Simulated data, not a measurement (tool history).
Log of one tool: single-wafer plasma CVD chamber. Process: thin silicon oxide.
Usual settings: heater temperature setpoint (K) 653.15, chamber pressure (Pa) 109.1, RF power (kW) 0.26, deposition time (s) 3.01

run,day,heater temperature setpoint (K),chamber pressure (Pa),RF power (kW),deposition time (s),wafers since the last listed run,hours since the last thermocouple change,hours since the last RF generator calibration,hours since the last manometer calibration,hours since the showerhead was replaced,hours since the gauge calibration,"read-back reference wafer on the same gauge, thickness_nm",mean film thickness on the monitor wafer (Å)
1,0,653.15,109.1,0.26,3.01,0,704.4,2253.8,951.9,7093.3,590.4,5.444,52.62
2,2.912,653.15,109.1,0.26,3.01,2860,774.3,2323.7,1021.8,7163.2,660.3,5.44,52.57
3,4.733,645.15,109.1,0.26,3.01,1788,818,2367.4,1065.5,7206.9,704,5.442,52.62
4,11.996,644.15,109.1,0.26,3.01,7133,992.3,2541.7,1239.8,7381.2,878.3,5.442,52.51
5,13.604,653.15,109.1,0.26,3.37,1579,1030.9,2580.3,1278.4,7419.8,916.9,5.444,58.65
6,16.275,653.15,109.1,0.26,3.01,2623,1095,2644.4,1342.5,7483.9,981,5.44,52.22
7,18.038,653.15,109.1,0.26,3.01,1731,1137.3,2686.7,1384.8,7526.2,1023.3,5.44,52.29
8,20.362,653.15,109.1,0.26,3.01,2283,1193.1,2742.5,1440.6,7582,1079.1,5.441,52.45
# day 21.304: gauge calibrated
9,22.912,653.15,109.1,0.26,3.01,2504,1254.3,2803.7,1501.8,7643.2,38.6,5.443,52
10,24.488,653.15,109.1,0.26,3.48,1546,1292.1,2841.5,1539.6,7681,76.4,5.439,60.06
# day 24.833: RF generator calibrated
# day 25.692: thermocouple changed; heater temperature recalibrated
11,25.733,653.15,109.1,0.26,3.48,568,1,21.6,1569.5,7710.9,106.3,5.436,58.93
12,27.225,653.15,109.1,0.26,3.01,1465,36.8,57.4,1605.3,7746.7,142.1,5.441,51.08
13,28.658,653.15,109.1,0.26,3.01,1407,71.2,91.8,1639.7,7781.1,176.5,5.445,51.11
# day 30.5: showerhead replaced
14,31.121,653.15,109.1,0.26,3.01,2091,130.3,150.9,1698.8,14.9,235.6,5.444,51
# day 32.962: capacitance manometer re-zeroed and calibrated
15,32.983,662.15,109.1,0.31,3.01,1501,175,195.6,0.5,59.6,280.3,5.433,54.67
16,33.992,653.15,109.1,0.26,3.01,990,199.2,219.8,24.7,83.8,304.5,5.437,51.09
17,35.183,646.15,129.2,0.3,2.42,1170,227.8,248.4,53.3,112.4,333.1,5.445,50.69
# day 37.45: RF generator calibrated, repeated, since the last time left the tool worse
18,37.475,653.15,109.1,0.3,3.01,1923,282.8,0.6,108.3,167.4,388.1,5.443,56.07
19,39.738,653.15,109.1,0.26,3.01,2222,337.1,54.9,162.6,221.7,442.4,5.443,53.22
20,41.5,653.15,125.7,0.23,2.76,1731,379.4,97.2,204.9,264,484.7,5.435,53
21,42.988,642.15,124.9,0.26,2.64,1461,415.1,132.9,240.6,299.7,520.4,5.447,52.8
22,45.25,653.15,109.1,0.26,3.01,2222,469.4,187.2,294.9,354,574.7,5.438,53.06
23,47.079,662.15,94.1,0.23,3.25,1796,513.3,231.1,338.8,397.9,618.6,5.447,46.72
24,49.542,666.15,109.1,0.28,2.66,2418,572.4,290.2,397.9,457,677.7,5.44,47.88
25,52.046,663.15,90.9,0.235,3.46,2459,632.5,350.3,458,517.1,737.8,5.444,48.28
26,54.346,657.15,117.5,0.215,3.01,2259,687.7,405.5,513.2,572.3,793,5.44,52.94
27,56.138,653.15,109.1,0.26,3.33,1759,730.7,448.5,556.2,615.3,836,5.44,58.78
28,57.804,653.15,100.5,0.26,3.54,1636,770.7,488.5,596.2,655.3,876,5.441,57.04
29,59.562,653.15,126.1,0.26,3.01,1727,812.9,530.7,638.4,697.5,918.2,5.441,60.4

Forecast each of these 4 alternatives for the next run:
A,59.579,653.15,109.1,0.26,3.01,16,813.3,531.1,638.8,697.9,918.6,?,?
B,59.579,653.15,94.3,0.26,3.01,16,813.3,531.1,638.8,697.9,918.6,?,?
C,59.579,640.15,109.1,0.26,2.73,16,813.3,531.1,638.8,697.9,918.6,?,?
D,59.579,653.15,89.1,0.26,3.01,16,813.3,531.1,638.8,697.9,918.6,?,?

run,"read-back reference wafer on the same gauge, thickness_nm",mean film thickness on the monitor wafer (Å)
A,5.445,53.02
B,5.445,45.48
C,5.445,48.47
D,5.445,42.64
Without the tool's hidden state the same runs would have given:
run,mean film thickness on the monitor wafer (Å)
A,53.22
B,45.66
C,48.66
D,42.81
